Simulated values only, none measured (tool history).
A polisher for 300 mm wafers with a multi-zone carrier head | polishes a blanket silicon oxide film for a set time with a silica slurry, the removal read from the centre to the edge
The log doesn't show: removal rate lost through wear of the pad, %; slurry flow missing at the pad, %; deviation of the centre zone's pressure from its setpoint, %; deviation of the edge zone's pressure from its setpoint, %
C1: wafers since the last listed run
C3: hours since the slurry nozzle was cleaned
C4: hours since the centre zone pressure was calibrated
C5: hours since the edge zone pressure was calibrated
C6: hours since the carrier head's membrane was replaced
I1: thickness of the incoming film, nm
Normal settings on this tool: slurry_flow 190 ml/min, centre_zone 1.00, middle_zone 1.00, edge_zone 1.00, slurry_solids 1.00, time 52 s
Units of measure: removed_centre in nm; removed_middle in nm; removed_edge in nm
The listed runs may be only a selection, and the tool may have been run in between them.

{"run": 1, "hour": 0.0, "slurry_flow": 190, "centre_zone": 1.0, "middle_zone": 1.0, "edge_zone": 1.0, "slurry_solids": 1.0, "time": 52, "C1": 0, "wafers polished on this pad": 1858, "C3": 278.9, "C4": 44.6, "C5": 6.8, "C6": 1249.8, "I1": 719.4, "removed_centre": 240.2, "removed_middle": 242.4, "removed_edge": 237.9}
{"run": 2, "hour": 24.4, "slurry_flow": 190, "centre_zone": 1.0, "middle_zone": 1.0, "edge_zone": 1.0, "slurry_solids": 1.0, "time": 52, "C1": 360, "wafers polished on this pad": 2219, "C3": 303.3, "C4": 69.0, "C5": 31.2, "C6": 1274.2, "I1": 718.9, "removed_centre": 231.9, "removed_middle": 236.0, "removed_edge": 234.8}
{"run": 3, "hour": 190.4, "slurry_flow": 190, "centre_zone": 1.0, "middle_zone": 1.0, "edge_zone": 1.08, "slurry_solids": 1.0, "time": 35, "C1": 2453, "wafers polished on this pad": 4673, "C3": 469.3, "C4": 235.0, "C5": 197.2, "C6": 1440.2, "I1": 722.8, "removed_centre": 152.7, "removed_middle": 153.2, "removed_edge": 159.6}
{"run": 4, "hour": 215.3, "slurry_flow": 190, "centre_zone": 1.0, "middle_zone": 0.91, "edge_zone": 1.0, "slurry_solids": 1.0, "time": 52, "C1": 368, "wafers polished on this pad": 5041, "C3": 494.2, "C4": 259.9, "C5": 222.1, "C6": 1465.1, "I1": 707.2, "removed_centre": 229.5, "removed_middle": 216.3, "removed_edge": 225.6}
{"hour": 289.1, "done": "worn pad replaced by a new one"}
{"run": 5, "hour": 289.6, "slurry_flow": 160, "centre_zone": 1.0, "middle_zone": 1.0, "edge_zone": 1.0, "slurry_solids": 1.25, "time": 37, "C1": 1039, "wafers polished on this pad": 7, "C3": 568.5, "C4": 334.2, "C5": 296.4, "C6": 1539.4, "I1": 722.8, "removed_centre": 184.2, "removed_middle": 193.7, "removed_edge": 187.5}
{"run": 6, "hour": 327.7, "slurry_flow": 165, "centre_zone": 1.1, "middle_zone": 1.0, "edge_zone": 1.0, "slurry_solids": 0.8, "time": 39, "C1": 563, "wafers polished on this pad": 570, "C3": 606.6, "C4": 372.3, "C5": 334.5, "C6": 1577.5, "I1": 733.4, "removed_centre": 159.3, "removed_middle": 152.3, "removed_edge": 149.8}
{"run": 7, "hour": 366.6, "slurry_flow": 190, "centre_zone": 0.91, "middle_zone": 1.0, "edge_zone": 1.0, "slurry_solids": 1.0, "time": 64, "C1": 575, "wafers polished on this pad": 1145, "C3": 645.5, "C4": 411.2, "C5": 373.4, "C6": 1616.4, "I1": 723.1, "removed_centre": 268.4, "removed_middle": 298.8, "removed_edge": 291.7}
{"run": 8, "hour": 430.0, "slurry_flow": 245, "centre_zone": 1.0, "middle_zone": 1.0, "edge_zone": 1.0, "slurry_solids": 1.0, "time": 52, "C1": 937, "wafers polished on this pad": 2082, "C3": 708.9, "C4": 474.6, "C5": 436.8, "C6": 1679.8, "I1": 717.5, "removed_centre": 245.0, "removed_middle": 248.9, "removed_edge": 244.9}
{"hour": 439.4, "done": "edge zone pressure recalibrated"}
{"run": 9, "hour": 460.7, "slurry_flow": 190, "centre_zone": 1.0, "middle_zone": 1.0, "edge_zone": 1.0, "slurry_solids": 0.75, "time": 52, "C1": 424, "wafers polished on this pad": 2507, "C3": 739.6, "C4": 505.3, "C5": 21.3, "C6": 1710.5, "I1": 714.6, "removed_centre": 189.4, "removed_middle": 194.5, "removed_edge": 189.9}
{"hour": 468.8, "done": "slurry nozzle cleaned"}
{"run": 10, "hour": 492.6, "slurry_flow": 190, "centre_zone": 1.08, "middle_zone": 1.0, "edge_zone": 1.0, "slurry_solids": 1.2, "time": 52, "C1": 456, "wafers polished on this pad": 2963, "C3": 23.8, "C4": 537.2, "C5": 53.2, "C6": 1742.4, "I1": 706.9, "removed_centre": 267.3, "removed_middle": 259.1, "removed_edge": 258.5}
{"run": 11, "hour": 536.7, "slurry_flow": 190, "centre_zone": 1.0, "middle_zone": 1.0, "edge_zone": 1.0, "slurry_solids": 1.0, "time": 52, "C1": 651, "wafers polished on this pad": 3615, "C3": 67.9, "C4": 581.3, "C5": 97.3, "C6": 1786.5, "I1": 724.3, "removed_centre": 227.8, "removed_middle": 239.9, "removed_edge": 234.3}
{"run": 12, "hour": 598.3, "slurry_flow": 190, "centre_zone": 1.0, "middle_zone": 1.0, "edge_zone": 1.0, "slurry_solids": 1.0, "time": 52, "C1": 910, "wafers polished on this pad": 4526, "C3": 129.5, "C4": 642.9, "C5": 158.9, "C6": 1848.1, "I1": 712.2, "removed_centre": 225.7, "removed_middle": 228.5, "removed_edge": 222.7}
{"hour": 625.1, "done": "carrier head's membrane replaced by a new one"}
{"run": 13, "hour": 667.2, "slurry_flow": 190, "centre_zone": 1.07, "middle_zone": 1.0, "edge_zone": 1.0, "slurry_solids": 1.0, "time": 52, "C1": 944, "wafers polished on this pad": 5470, "C3": 198.4, "C4": 711.8, "C5": 227.8, "C6": 42.1, "I1": 734.9, "removed_centre": 231.6, "removed_middle": 228.8, "removed_edge": 222.2}
{"hour": 715.9, "done": "worn pad replaced by a new one"}
{"run": 14, "hour": 722.7, "slurry_flow": 190, "centre_zone": 1.0, "middle_zone": 0.92, "edge_zone": 1.0, "slurry_solids": 1.0, "time": 52, "C1": 761, "wafers polished on this pad": 101, "C3": 253.9, "C4": 767.3, "C5": 283.3, "C6": 97.6, "I1": 719.0, "removed_centre": 239.3, "removed_middle": 226.7, "removed_edge": 241.3}
{"run": 15, "hour": 792.5, "slurry_flow": 190, "centre_zone": 1.0, "middle_zone": 1.0, "edge_zone": 1.0, "slurry_solids": 1.0, "time": 52, "C1": 1031, "wafers polished on this pad": 1132, "C3": 323.7, "C4": 837.1, "C5": 353.1, "C6": 167.4, "I1": 721.7, "removed_centre": 235.2, "removed_middle": 238.5, "removed_edge": 238.6}
{"hour": 827.9, "done": "edge zone pressure recalibrated"}
{"run": 16, "hour": 859.7, "slurry_flow": 130, "centre_zone": 1.0, "middle_zone": 1.0, "edge_zone": 1.0, "slurry_solids": 1.0, "time": 38, "C1": 963, "wafers polished on this pad": 2096, "C3": 390.9, "C4": 904.3, "C5": 31.8, "C6": 234.6, "I1": 708.3, "removed_centre": 159.3, "removed_middle": 161.8, "removed_edge": 164.7}
{"run": 17, "hour": 919.2, "slurry_flow": 135, "centre_zone": 1.0, "middle_zone": 0.92, "edge_zone": 1.0, "slurry_solids": 1.0, "time": 52, "C1": 879, "wafers polished on this pad": 2976, "C3": 450.4, "C4": 963.8, "C5": 91.3, "C6": 294.1, "I1": 732.9, "removed_centre": 215.4, "removed_middle": 206.8, "removed_edge": 223.3}

What will run 18 give?
{"run": 18, "hour": 962.8, "slurry_flow": 150, "centre_zone": 1.0, "middle_zone": 1.0, "edge_zone": 1.0, "slurry_solids": 1.0, "time": 52, "C1": 644, "wafers polished on this pad": 3620, "C3": 494.0, "C4": 1007.4, "C5": 134.9, "C6": 337.7, "I1": 722.2, "removed_centre": "?", "removed_middle": "?", "removed_edge": "?"}

{"run 18": {"removed_centre": 217.6, "removed_middle": 226.8, "removed_edge": 223.2}}
With no hidden state in the tool, this same run would have given removed_centre 228.4 nm, removed_middle 238.0 nm, removed_edge 234.3 nm.

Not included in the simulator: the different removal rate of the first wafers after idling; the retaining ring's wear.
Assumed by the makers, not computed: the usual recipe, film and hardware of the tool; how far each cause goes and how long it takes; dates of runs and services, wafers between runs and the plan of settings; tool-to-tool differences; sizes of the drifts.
